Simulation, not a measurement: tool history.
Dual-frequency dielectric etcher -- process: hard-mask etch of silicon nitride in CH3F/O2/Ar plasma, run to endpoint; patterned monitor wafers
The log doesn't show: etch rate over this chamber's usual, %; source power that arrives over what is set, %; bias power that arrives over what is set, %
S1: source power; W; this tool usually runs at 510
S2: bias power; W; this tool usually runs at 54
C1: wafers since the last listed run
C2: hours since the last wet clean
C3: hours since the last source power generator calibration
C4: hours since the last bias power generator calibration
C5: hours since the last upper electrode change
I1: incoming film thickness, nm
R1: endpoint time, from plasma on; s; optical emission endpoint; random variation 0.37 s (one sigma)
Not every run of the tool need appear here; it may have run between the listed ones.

Run 1, hour 0.0: usual settings but S2 50 W; C1 0; C2 145.7; C3 1851.4; C4 2310.6; C5 2958.5; I1 44.59. Result: R1 62.8 s.
Run 2, hour 8.8: usual settings but S2 50 W; C1 109; C2 154.5; C3 1860.2; C4 2319.4; C5 2967.3; I1 45.03. Result: R1 63.9 s.
Run 3, hour 20.6: usual settings; C1 146; C2 166.3; C3 1872.0; C4 2331.2; C5 2979.1; I1 44.81. Result: R1 60.6 s.
Run 4, hour 30.1: usual settings; C1 118; C2 175.8; C3 1881.5; C4 2340.7; C5 2988.6; I1 44.50. Result: R1 60.4 s.
Run 5, hour 81.7: usual settings; C1 642; C2 227.4; C3 1933.1; C4 2392.3; C5 3040.2; I1 44.31. Result: R1 60.9 s.
Run 6, hour 96.4: usual settings but S1 560 W; C1 183; C2 242.1; C3 1947.8; C4 2407.0; C5 3054.9; I1 44.94. Result: R1 59.1 s.
Run 7, hour 113.0: usual settings but S1 560 W; C1 206; C2 258.7; C3 1964.4; C4 2423.6; C5 3071.5; I1 44.87. Result: R1 59.4 s.
Run 8, hour 122.4: usual settings; C1 117; C2 268.1; C3 1973.8; C4 2433.0; C5 3080.9; I1 44.54. Result: R1 61.5 s.
Run 9, hour 139.6: usual settings; C1 214; C2 285.3; C3 1991.0; C4 2450.2; C5 3098.1; I1 45.36. Result: R1 62.4 s.
Run 10, hour 152.9: usual settings but S2 63 W; C1 165; C2 298.6; C3 2004.3; C4 2463.5; C5 3111.4; I1 45.29. Result: R1 58.2 s.
At hour 187.8: upper electrode replaced.
Run 11, hour 188.3: usual settings but S2 63 W; C1 141; C2 334.0; C3 2039.7; C4 2498.9; C5 0.5; I1 44.52. Result: R1 57.8 s.
Run 12, hour 188.6: usual settings; C1 3; C2 334.3; C3 2040.0; C4 2499.2; C5 0.8; I1 44.67. Result: R1 61.2 s.
Run 13, hour 195.3: usual settings; C1 83; C2 341.0; C3 2046.7; C4 2505.9; C5 7.5; I1 45.56. Result: R1 62.5 s.
Run 14, hour 206.0: usual settings; C1 133; C2 351.7; C3 2057.4; C4 2516.6; C5 18.2; I1 45.13. Result: R1 62.7 s.
Run 15, hour 214.9: usual settings; C1 110; C2 360.6; C3 2066.3; C4 2525.5; C5 27.1; I1 45.41. Result: R1 62.4 s.
Run 16, hour 226.2: usual settings but S1 570 W, S2 66 W; C1 140; C2 371.9; C3 2077.6; C4 2536.8; C5 38.4; I1 45.22. Result: R1 54.8 s.
Run 17, hour 237.5: usual settings but S1 440 W, S2 42 W; C1 140; C2 383.2; C3 2088.9; C4 2548.1; C5 49.7; I1 44.63. Result: R1 74.4 s.
At hour 248.2: source power generator calibrated.
Run 18, hour 271.4: usual settings but S1 380 W, S2 40 W; C1 372; C2 417.1; C3 23.2; C4 2582.0; C5 83.6; I1 45.16. Result: R1 84.6 s.

What does the tool deliver on the next run?
Run 19, hour 281.2: usual settings; C1 122; C2 426.9; C3 33.0; C4 2591.8; C5 93.4; I1 45.40. Result: R1 ?.

R1: 63.4 s
If the tool had no hidden condition, the same run with the same run-to-run variation would have returned R1 61.6 s.
